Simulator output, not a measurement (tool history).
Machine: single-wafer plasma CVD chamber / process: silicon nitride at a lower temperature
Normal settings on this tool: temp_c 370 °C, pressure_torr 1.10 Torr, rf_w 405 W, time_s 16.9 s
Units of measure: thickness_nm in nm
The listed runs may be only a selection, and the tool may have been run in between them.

run   hour  temp_c  pressure_torr  rf_w  time_s  read-back reference wafer on the same gauge, thickness_nm  thickness_nm
  1    0.0     370           1.10   405    16.9                                                     23.679        21.319
  2   14.2     370           1.10   405    16.9                                                     23.707        21.420
      29.1  -- gauge calibrated
  3   39.1     370           1.10   405    16.9                                                     23.687        21.462
  4   76.2     370           1.10   405    16.9                                                     23.672        21.382
  5   93.5     379           1.10   405    16.9                                                     23.700        21.426
  6  126.5     370           1.10   405    16.9                                                     23.692        21.474
     154.8  -- capacitance manometer re-zeroed and calibrated
  7  161.9     370           1.10   405    16.9                                                     23.758        21.406
     193.2  -- thermocouple changed; heater temperature recalibrated
  8  193.7     370           1.10   405    16.9                                                     23.674        21.506
     216.0  -- RF generator calibrated
  9  216.5     370           0.89   405    16.9                                                     23.715        19.936
 10  237.1     365           1.01   470    16.9                                                     23.666        23.655
 11  268.5     370           1.10   405    16.9                                                     23.739        22.521
     288.3  -- gauge calibrated
 12  291.5     370           1.10   405    15.7                                                     23.674        20.844
     302.2  -- showerhead replaced
 13  316.5     370           1.10   405    16.9                                                     23.680        22.449
 14  346.9     363           1.22   405    15.0                                                     23.693        20.845
 15  368.2     370           1.10   405    14.1                                                     23.669        18.481
 16  380.6     378           1.10   405    18.4                                                     23.749        24.034
 17  402.6     370           1.10   445    16.9                                                     23.701        23.412

Hidden state or all else? Some run-to-run changes of thickness_nm, split into what the settings, what came in and random variation would give without the hidden state, and what is left for the hidden state (with any gauge scatter that isn't in both results):
Unlogged tool condition in this case: wafer temperature above the value expected at the setpoint (K); delivered RF power above the setpoint (%); true pressure above the setpoint (%); gauge reads high (%).
Run 8 -> 9: pressure_torr 1.10 -> 0.89, RF generator calibrated. thickness_nm -1.570 nm: hidden state +1.263, all else -2.833.
Run 15 -> 16: temp_c 370 -> 378, time_s 14.1 -> 18.4. thickness_nm +5.553 nm: hidden state -0.166, all else +5.719.

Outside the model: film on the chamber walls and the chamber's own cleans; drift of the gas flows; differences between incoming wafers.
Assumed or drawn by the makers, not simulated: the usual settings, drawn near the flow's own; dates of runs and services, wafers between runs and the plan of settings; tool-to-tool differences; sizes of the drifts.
